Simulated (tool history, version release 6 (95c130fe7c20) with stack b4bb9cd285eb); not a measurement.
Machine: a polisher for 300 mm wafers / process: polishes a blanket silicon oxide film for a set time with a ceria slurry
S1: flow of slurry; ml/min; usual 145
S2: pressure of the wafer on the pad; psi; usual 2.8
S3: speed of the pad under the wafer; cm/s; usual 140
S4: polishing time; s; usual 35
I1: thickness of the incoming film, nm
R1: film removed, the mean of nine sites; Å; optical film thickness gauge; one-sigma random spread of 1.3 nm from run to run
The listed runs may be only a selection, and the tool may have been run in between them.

{"run": 1, "hour": 0.0, "S1": 145, "S2": 2.8, "S3": 140, "S4": 44, "I1": 1551.8, "R1": 2481}
{"run": 2, "hour": 91.2, "S1": 145, "S2": 2.8, "S3": 140, "S4": 44, "I1": 1572.1, "R1": 2385}
{"run": 3, "hour": 190.8, "S1": 145, "S2": 2.8, "S3": 140, "S4": 44, "I1": 1570.8, "R1": 2305}
{"hour": 226.8, "done": "worn pad replaced by a new one"}
{"run": 4, "hour": 249.6, "S1": 145, "S2": 2.8, "S3": 126, "S4": 35, "I1": 1524.8, "R1": 1731}
{"hour": 316.8, "done": "head pressure recalibrated"}
{"run": 5, "hour": 336.0, "S1": 145, "S2": 2.8, "S3": 126, "S4": 35, "I1": 1539.4, "R1": 1722}
{"run": 6, "hour": 385.7, "S1": 120, "S2": 2.8, "S3": 120, "S4": 35, "I1": 1555, "R1": 1555}
{"hour": 392.0, "done": "slurry nozzle cleaned"}
{"run": 7, "hour": 626.9, "S1": 120, "S2": 2.8, "S3": 120, "S4": 35, "I1": 1518.2, "R1": 1548}
{"hour": 727.8, "done": "worn pad replaced by a new one"}
{"run": 8, "hour": 730.6, "S1": 120, "S2": 2.8, "S3": 120, "S4": 35, "I1": 1528.8, "R1": 1603}
{"run": 9, "hour": 804.8, "S1": 145, "S2": 2.8, "S3": 140, "S4": 35, "I1": 1544.7, "R1": 1955}
{"run": 10, "hour": 862.7, "S1": 145, "S2": 2.8, "S3": 140, "S4": 35, "I1": 1538.6, "R1": 1947}
{"hour": 918.4, "done": "slurry nozzle cleaned"}
{"run": 11, "hour": 1090.1, "S1": 145, "S2": 2.8, "S3": 140, "S4": 35, "I1": 1539.6, "R1": 1960}
{"run": 12, "hour": 1162.0, "S1": 145, "S2": 2.8, "S3": 140, "S4": 35, "I1": 1547.3, "R1": 1891}
{"run": 13, "hour": 1246.2, "S1": 145, "S2": 2.8, "S3": 126, "S4": 27, "I1": 1536.2, "R1": 1283}
{"hour": 1283.9, "done": "worn pad replaced by a new one"}
{"run": 14, "hour": 1340.5, "S1": 145, "S2": 2.8, "S3": 126, "S4": 27, "I1": 1552.6, "R1": 1336}
{"hour": 1379.9, "done": "slurry nozzle cleaned"}
{"run": 15, "hour": 1443.5, "S1": 145, "S2": 2.8, "S3": 140, "S4": 35, "I1": 1564.3, "R1": 1997}
{"run": 16, "hour": 1550.5, "S1": 145, "S2": 2, "S3": 172, "S4": 35, "I1": 1540.4, "R1": 1693}
{"run": 17, "hour": 1617.5, "S1": 145, "S2": 2.2, "S3": 140, "S4": 35, "I1": 1557.2, "R1": 1491}
{"run": 18, "hour": 1701.5, "S1": 145, "S2": 2.8, "S3": 154, "S4": 35, "I1": 1548.4, "R1": 2039}
{"hour": 1739.1, "done": "worn pad replaced by a new one"}
{"hour": 1766.8, "done": "head pressure recalibrated"}
{"hour": 1899.0, "done": "slurry nozzle cleaned"}
{"run": 19, "hour": 1939.1, "S1": 145, "S2": 2.8, "S3": 172, "S4": 44, "I1": 1545.1, "R1": 3187}
{"run": 20, "hour": 2039.4, "S1": 145, "S2": 2.8, "S3": 140, "S4": 35, "I1": 1555, "R1": 1964}
{"run": 21, "hour": 2104.6, "S1": 145, "S2": 2.8, "S3": 140, "S4": 28, "I1": 1525.6, "R1": 1532}
{"run": 22, "hour": 2183.4, "S1": 145, "S2": 2.8, "S3": 140, "S4": 31, "I1": 1526, "R1": 1681}
{"hour": 2220.7, "done": "worn pad replaced by a new one"}
{"run": 23, "hour": 2264.8, "S1": 145, "S2": 3.6, "S3": 140, "S4": 35, "I1": 1562.1, "R1": 2500}
{"run": 24, "hour": 2348.8, "S1": 145, "S2": 3.3, "S3": 140, "S4": 35, "I1": 1519.9, "R1": 2247}
{"run": 25, "hour": 2402.5, "S1": 145, "S2": 2.8, "S3": 186, "S4": 46, "I1": 1540.2, "R1": 3326}
{"hour": 2416.1, "done": "slurry nozzle cleaned"}
{"run": 26, "hour": 2478.3, "S1": 115, "S2": 3.1, "S3": 140, "S4": 35, "I1": 1539.9, "R1": 2079}
{"run": 27, "hour": 2525.9, "S1": 115, "S2": 2.8, "S3": 186, "S4": 35, "I1": 1552.1, "R1": 2479}
{"run": 28, "hour": 2604.9, "S1": 165, "S2": 2.8, "S3": 140, "S4": 35, "I1": 1536.5, "R1": 1969}

Below are 4 alternative next runs, each starting from the tool's condition after run 28. Predict each:
{"run": "A", "hour": 2605.3, "S1": 145, "S2": 2.8, "S3": 140, "S4": 35, "I1": 1545.7, "R1": "?"}
{"run": "B", "hour": 2605.3, "S1": 145, "S2": 2.8, "S3": 104, "S4": 32, "I1": 1545.7, "R1": "?"}
{"run": "C", "hour": 2605.3, "S1": 145, "S2": 1.9, "S3": 140, "S4": 41, "I1": 1545.7, "R1": "?"}
{"run": "D", "hour": 2605.3, "S1": 130, "S2": 2.8, "S3": 140, "S4": 24, "I1": 1545.7, "R1": "?"}

run=A R1=1911
run=B R1=1298
run=C R1=1519
run=D R1=1272
Stripped of hidden state, with their random variation kept, the same runs would have yielded:
run=A R1=2091
run=B R1=1420
run=C R1=1662
run=D R1=1401
